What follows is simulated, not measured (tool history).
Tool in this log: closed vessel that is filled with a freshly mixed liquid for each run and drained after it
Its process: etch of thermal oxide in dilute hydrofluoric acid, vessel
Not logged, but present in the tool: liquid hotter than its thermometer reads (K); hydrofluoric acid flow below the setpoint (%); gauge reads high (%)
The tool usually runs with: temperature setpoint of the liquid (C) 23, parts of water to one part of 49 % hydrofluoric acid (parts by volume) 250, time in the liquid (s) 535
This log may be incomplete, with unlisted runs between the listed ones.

| run | day | temperature setpoint of the liquid (C) | parts of water to one part of 49 % hydrofluoric acid (parts by volume) | time in the liquid (s) | wafers since the last listed run | hours since the thermometer was replaced | hours since the hydrofluoric acid flow meter was replaced | hours since the gauge calibration | read-back film thickness of the thermal oxide reference wafer, read on the same gauge (nm) | thickness taken off the thermal oxide on a monitor wafer (angstrom) |
|---|---|---|---|---|---|---|---|---|---|---|
| 1 | 0 | 27 | 250 | 535 | 0 | 2516.7 | 1131.7 | 232.1 | 130.01 | 94.2 |
| 2 | 1.083 | 27 | 250 | 535 | 2073 | 2542.7 | 1157.7 | 258.1 | 130 | 92.7 |
| 3 | 4.029 | 27 | 250 | 535 | 5637 | 2613.4 | 1228.4 | 328.8 | 130.04 | 93.2 |
| 4 | 5.808 | 23 | 155 | 470 | 3404 | 2656.1 | 1271.1 | 371.5 | 130.03 | 129.1 |
| 5 | 8.446 | 23 | 250 | 535 | 5047 | 2719.4 | 1334.4 | 434.8 | 129.99 | 82.3 |
| 6 | 10.121 | 23 | 250 | 535 | 3205 | 2759.6 | 1374.6 | 475 | 129.99 | 81.9 |
| 7 | 12.579 | 23 | 250 | 535 | 4704 | 2818.6 | 1433.6 | 534 | 129.98 | 82.8 |
| 8 | 15.233 | 26 | 250 | 535 | 5079 | 2882.3 | 1497.3 | 597.7 | 130.03 | 91.7 |
| 9 | 16.629 | 23 | 250 | 535 | 2671 | 2915.8 | 1530.8 | 631.2 | 130.02 | 81.4 |
| 10 | 19.288 | 23 | 250 | 535 | 5087 | 2979.6 | 1594.6 | 695 | 129.98 | 82.3 |
| 11 | 20.729 | 23 | 250 | 535 | 2758 | 3014.2 | 1629.2 | 729.6 | 130 | 80.8 |
| 12 | 21.771 | 23 | 250 | 535 | 1993 | 3039.2 | 1654.2 | 754.6 | 130.04 | 80.6 |
| 13 | 23.296 | 19 | 135 | 410 | 2918 | 3075.8 | 1690.8 | 791.2 | 130 | 113.4 |
| 14 | 26.204 | 23 | 250 | 405 | 5565 | 3145.6 | 1760.6 | 861 | 130.01 | 62.1 |
| 15 | 28.338 | 23 | 315 | 625 | 4082 | 3196.8 | 1811.8 | 912.2 | 130.03 | 70.3 |
|  | 29.208 | thermometer replaced |
|  | 29.617 | gauge calibrated |
|  | 30.133 | hydrofluoric acid flow meter replaced |
| 16 | 31.221 | 23 | 250 | 335 | 5358 | 48.3 | 26.1 | 38.5 | 129.98 | 48.9 |
| 17 | 40.171 | 23 | 250 | 535 | 17127 | 263.1 | 240.9 | 253.3 | 130.02 | 77.6 |
| 18 | 42.538 | 23 | 250 | 535 | 4529 | 319.9 | 297.7 | 310.1 | 129.98 | 77 |
| 19 | 43.825 | 23 | 250 | 535 | 2463 | 350.8 | 328.6 | 341 | 130.01 | 78 |
| 20 | 45.904 | 23 | 250 | 640 | 3978 | 400.7 | 378.5 | 390.9 | 130.04 | 93.3 |
| 21 | 47.292 | 18.5 | 135 | 735 | 2655 | 434 | 411.8 | 424.2 | 130 | 188.8 |
| 22 | 48.958 | 23 | 205 | 220 | 3189 | 474 | 451.8 | 464.2 | 130 | 40.6 |
| 23 | 50.454 | 23 | 200 | 535 | 2862 | 509.9 | 487.7 | 500.1 | 129.99 | 102.7 |
| 24 | 51.9 | 23 | 250 | 535 | 2766 | 544.6 | 522.4 | 534.8 | 129.98 | 77.1 |

3 ways to go on from here, each from the tool as it stands after run 24. What would each give?
| A | 51.933 | 23 | 250 | 535 | 63 | 545.4 | 523.2 | 535.6 | ? | ? |
| B | 51.933 | 27 | 180 | 535 | 63 | 545.4 | 523.2 | 535.6 | ? | ? |
| C | 51.933 | 21.5 | 250 | 535 | 63 | 545.4 | 523.2 | 535.6 | ? | ? |

| run | read-back film thickness of the thermal oxide reference wafer, read on the same gauge (nm) | thickness taken off the thermal oxide on a monitor wafer (angstrom) |
|---|---|---|
| A | 130.01 | 77.7 |
| B | 130.01 | 134.6 |
| C | 130.01 | 73.5 |
Had the tool no hidden state, the same runs would have come out as:
| run | thickness taken off the thermal oxide on a monitor wafer (angstrom) |
|---|---|
| A | 78.3 |
| B | 135.6 |
| C | 74.1 |

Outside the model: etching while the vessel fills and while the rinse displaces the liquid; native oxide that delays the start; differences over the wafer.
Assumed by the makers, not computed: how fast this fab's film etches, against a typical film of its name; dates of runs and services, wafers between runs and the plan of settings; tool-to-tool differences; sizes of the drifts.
